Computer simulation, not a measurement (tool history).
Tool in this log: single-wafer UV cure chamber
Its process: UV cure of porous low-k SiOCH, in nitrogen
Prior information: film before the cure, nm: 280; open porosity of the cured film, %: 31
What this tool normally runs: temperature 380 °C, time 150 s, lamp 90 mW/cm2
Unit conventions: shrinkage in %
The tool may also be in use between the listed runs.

run,hour,temperature,time,lamp,shrinkage
1,0,380,150,90,11.521
2,29.6,380,150,90,11.228
3,49.5,380,150,90,11.268
4,84.2,376,150,90,11.065
# hour 105.8: UV bulbs replaced
5,116.3,376,150,90,11.026
6,131.8,376,150,90,11.086
7,156.5,380,150,90,11.124
# hour 191.4: quartz window cleaned
8,191.9,380,150,90,12.182
9,202.6,365,150,52,8.904
10,235,380,150,119,13.571
11,250,386,80,90,8.99
12,263.3,388,95,72,8.559
13,284.8,367,70,90,7.978
14,318,380,150,123,13.512

Predict each of these 4 candidate next runs independently; none follows another, all start after run 14:
A,318.5,380,150,53,?
B,318.5,361,95,61,?
C,318.5,389,80,90,?
D,318.5,380,150,103,?

run,shrinkage
A,9.251
B,7.271
C,8.927
D,12.789
Stripped of hidden state, with their random variation kept, the same runs would have yielded:
run,shrinkage
A,9.53
B,7.53
C,9.204
D,13.082
